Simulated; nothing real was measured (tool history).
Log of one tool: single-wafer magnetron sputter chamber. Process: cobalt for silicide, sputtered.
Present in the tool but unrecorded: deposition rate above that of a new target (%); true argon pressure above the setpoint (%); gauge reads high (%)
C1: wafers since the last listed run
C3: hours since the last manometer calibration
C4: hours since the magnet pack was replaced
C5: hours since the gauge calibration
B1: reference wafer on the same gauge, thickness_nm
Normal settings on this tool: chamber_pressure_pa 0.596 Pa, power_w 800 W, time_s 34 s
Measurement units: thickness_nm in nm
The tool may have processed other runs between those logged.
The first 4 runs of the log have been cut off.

{"run": 5, "hour": 77.7, "chamber_pressure_pa": 0.596, "power_w": 800, "time_s": 34, "C1": 527, "wafers on the sputter target": 5069, "C3": 908.5, "C4": 5997.4, "C5": 260.9, "B1": 9.8, "thickness_nm": 11.756}
{"run": 6, "hour": 95.6, "chamber_pressure_pa": 0.596, "power_w": 800, "time_s": 34, "C1": 269, "wafers on the sputter target": 5339, "C3": 926.4, "C4": 6015.3, "C5": 278.8, "B1": 9.805, "thickness_nm": 11.613}
{"run": 7, "hour": 112.4, "chamber_pressure_pa": 0.596, "power_w": 800, "time_s": 34, "C1": 253, "wafers on the sputter target": 5592, "C3": 943.2, "C4": 6032.1, "C5": 295.6, "B1": 9.788, "thickness_nm": 11.667}
{"run": 8, "hour": 120.6, "chamber_pressure_pa": 0.596, "power_w": 800, "time_s": 34, "C1": 123, "wafers on the sputter target": 5715, "C3": 951.4, "C4": 6040.3, "C5": 303.8, "B1": 9.801, "thickness_nm": 11.701}
{"run": 9, "hour": 133.8, "chamber_pressure_pa": 0.596, "power_w": 800, "time_s": 34, "C1": 198, "wafers on the sputter target": 5914, "C3": 964.6, "C4": 6053.5, "C5": 317, "B1": 9.816, "thickness_nm": 11.675}
{"run": 10, "hour": 144.0, "chamber_pressure_pa": 0.596, "power_w": 800, "time_s": 34, "C1": 153, "wafers on the sputter target": 6068, "C3": 974.8, "C4": 6063.7, "C5": 327.2, "B1": 9.799, "thickness_nm": 11.597}
{"run": 11, "hour": 161.0, "chamber_pressure_pa": 0.596, "power_w": 800, "time_s": 34, "C1": 256, "wafers on the sputter target": 6324, "C3": 991.8, "C4": 6080.7, "C5": 344.2, "B1": 9.8, "thickness_nm": 11.638}
{"run": 12, "hour": 168.7, "chamber_pressure_pa": 0.596, "power_w": 800, "time_s": 38.5, "C1": 115, "wafers on the sputter target": 6440, "C3": 999.5, "C4": 6088.4, "C5": 351.9, "B1": 9.8, "thickness_nm": 13.077}
{"hour": 170.4, "done": "gauge calibrated"}
{"hour": 177.5, "done": "capacitance manometer re-zeroed and calibrated"}
{"run": 13, "hour": 180.9, "chamber_pressure_pa": 0.596, "power_w": 800, "time_s": 34, "C1": 63, "wafers on the sputter target": 6503, "C3": 3.4, "C4": 6100.6, "C5": 10.5, "B1": 9.798, "thickness_nm": 11.6}
{"run": 14, "hour": 191.5, "chamber_pressure_pa": 0.724, "power_w": 900, "time_s": 31.1, "C1": 159, "wafers on the sputter target": 6662, "C3": 14, "C4": 6111.2, "C5": 21.1, "B1": 9.791, "thickness_nm": 11.528}
{"run": 15, "hour": 205.3, "chamber_pressure_pa": 0.787, "power_w": 600, "time_s": 37.2, "C1": 207, "wafers on the sputter target": 6870, "C3": 27.8, "C4": 6125, "C5": 34.9, "B1": 9.81, "thickness_nm": 9.017}
{"run": 16, "hour": 213.8, "chamber_pressure_pa": 0.596, "power_w": 800, "time_s": 34, "C1": 128, "wafers on the sputter target": 6998, "C3": 36.3, "C4": 6133.5, "C5": 43.4, "B1": 9.806, "thickness_nm": 11.536}
{"hour": 233.3, "done": "sputter target and shields replaced"}
{"run": 17, "hour": 233.8, "chamber_pressure_pa": 0.478, "power_w": 650, "time_s": 30.6, "C1": 180, "wafers on the sputter target": 7, "C3": 56.3, "C4": 6153.5, "C5": 63.4, "B1": 9.799, "thickness_nm": 9.135}
{"run": 18, "hour": 235.1, "chamber_pressure_pa": 0.802, "power_w": 800, "time_s": 34, "C1": 19, "wafers on the sputter target": 27, "C3": 57.6, "C4": 6154.8, "C5": 64.7, "B1": 9.807, "thickness_nm": 11.392}
{"run": 19, "hour": 241.2, "chamber_pressure_pa": 0.596, "power_w": 800, "time_s": 34, "C1": 91, "wafers on the sputter target": 119, "C3": 63.7, "C4": 6160.9, "C5": 70.8, "B1": 9.815, "thickness_nm": 11.905}
{"hour": 250.3, "done": "magnet pack replaced, of another model than before"}
{"run": 20, "hour": 250.9, "chamber_pressure_pa": 0.662, "power_w": 800, "time_s": 34, "C1": 25, "wafers on the sputter target": 144, "C3": 73.4, "C4": 0.6, "C5": 80.5, "B1": 9.796, "thickness_nm": 11.815}
{"run": 21, "hour": 267.3, "chamber_pressure_pa": 0.818, "power_w": 850, "time_s": 37.2, "C1": 246, "wafers on the sputter target": 391, "C3": 89.8, "C4": 17, "C5": 96.9, "B1": 9.792, "thickness_nm": 13.356}

Run 22, settings as shown, results not yet in. Your forecast:
{"run": 22, "hour": 280.4, "chamber_pressure_pa": 0.487, "power_w": 600, "time_s": 32.1, "C1": 197, "wafers on the sputter target": 589, "C3": 102.9, "C4": 30.1, "C5": 110, "B1": "?", "thickness_nm": "?"}

{"run 22": {"B1": 9.797, "thickness_nm": 8.595}}
Without the tool's hidden state the same run would have given thickness_nm 8.661 nm.
